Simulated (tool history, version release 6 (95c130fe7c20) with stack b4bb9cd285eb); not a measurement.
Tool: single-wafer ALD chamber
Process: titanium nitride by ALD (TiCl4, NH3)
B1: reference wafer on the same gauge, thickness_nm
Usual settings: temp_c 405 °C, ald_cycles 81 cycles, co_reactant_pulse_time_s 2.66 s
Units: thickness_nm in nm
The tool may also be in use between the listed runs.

Run 1, hour 0: usual settings but co_reactant_pulse_time_s 2.05 s; B1 2.202. Result: thickness_nm 1.905 nm.
Run 2, hour 32.7: usual settings but co_reactant_pulse_time_s 2.05 s; B1 2.204. Result: thickness_nm 1.9 nm.
Run 3, hour 64.5: usual settings; B1 2.202. Result: thickness_nm 1.924 nm.
Run 4, hour 77.8: usual settings but temp_c 401 °C; B1 2.202. Result: thickness_nm 1.917 nm.
Run 5, hour 101.6: usual settings; B1 2.2. Result: thickness_nm 1.919 nm.
Run 6, hour 128.7: usual settings; B1 2.2. Result: thickness_nm 1.91 nm.
Run 7, hour 143.3: usual settings; B1 2.198. Result: thickness_nm 1.914 nm.
Run 8, hour 169.4: usual settings; B1 2.196. Result: thickness_nm 1.914 nm.
Run 9, hour 182.3: usual settings; B1 2.198. Result: thickness_nm 1.905 nm.
Run 10, hour 210.4: usual settings; B1 2.194. Result: thickness_nm 1.918 nm.
Run 11, hour 230.6: usual settings; B1 2.194. Result: thickness_nm 1.909 nm.
Run 12, hour 258.2: usual settings; B1 2.194. Result: thickness_nm 1.907 nm.
Run 13, hour 279.3: usual settings; B1 2.195. Result: thickness_nm 1.907 nm.
At hour 297.2: thermocouple changed; heater temperature recalibrated.
Run 14, hour 304.9: usual settings; B1 2.191. Result: thickness_nm 1.916 nm.
At hour 319.6: gauge calibrated.
Run 15, hour 330.9: usual settings but co_reactant_pulse_time_s 1.9 s; B1 2.225. Result: thickness_nm 1.917 nm.
Run 16, hour 348.6: usual settings but temp_c 419 °C, co_reactant_pulse_time_s 1.92 s; B1 2.227. Result: thickness_nm 1.929 nm.
Run 17, hour 382.3: usual settings but temp_c 393 °C, co_reactant_pulse_time_s 3.27 s; B1 2.223. Result: thickness_nm 1.932 nm.
Run 18, hour 405.5: usual settings; B1 2.221. Result: thickness_nm 1.932 nm.
At hour 423: showerhead replaced.
Run 19, hour 440.9: usual settings; B1 2.223. Result: thickness_nm 1.936 nm.
Run 20, hour 469: usual settings but temp_c 413 °C, ald_cycles 94 cycles, co_reactant_pulse_time_s 3.02 s; B1 2.217. Result: thickness_nm 2.248 nm.
Run 21, hour 486.7: usual settings but ald_cycles 94 cycles; B1 2.217. Result: thickness_nm 2.23 nm.
Run 22, hour 517: usual settings but temp_c 414 °C, ald_cycles 74 cycles, co_reactant_pulse_time_s 3.31 s; B1 2.217. Result: thickness_nm 1.779 nm.
Run 23, hour 546.3: usual settings; B1 2.213. Result: thickness_nm 1.928 nm.
Run 24, hour 564.5: usual settings but ald_cycles 95 cycles, co_reactant_pulse_time_s 3.57 s; B1 2.215. Result: thickness_nm 2.28 nm.
Run 25, hour 591.2: usual settings; B1 2.212. Result: thickness_nm 1.922 nm.
Run 26, hour 615.4: usual settings; B1 2.214. Result: thickness_nm 1.926 nm.
Run 27, hour 643.5: usual settings but temp_c 398 °C, ald_cycles 67 cycles, co_reactant_pulse_time_s 3.43 s; B1 2.212. Result: thickness_nm 1.603 nm.
Run 28, hour 679: usual settings but ald_cycles 93 cycles, co_reactant_pulse_time_s 3.2 s; B1 2.21. Result: thickness_nm 2.221 nm.

Forecast each of these 3 alternatives for the next run:
Run A, hour 679.6: usual settings but temp_c 394 °C; B1 ?. Result: thickness_nm ?.
Run B, hour 679.6: usual settings but temp_c 412 °C, ald_cycles 76 cycles, co_reactant_pulse_time_s 3.7 s; B1 ?. Result: thickness_nm ?.
Run C, hour 679.6: usual settings but temp_c 418 °C, ald_cycles 76 cycles, co_reactant_pulse_time_s 1.83 s; B1 ?. Result: thickness_nm ?.

run     B1  thickness_nm
  A  2.211         1.912
  B  2.211         1.821
  C  2.211         1.789
Without the tool's hidden state the same runs would have given:
run  thickness_nm
  A         1.921
  B          1.83
  C         1.798
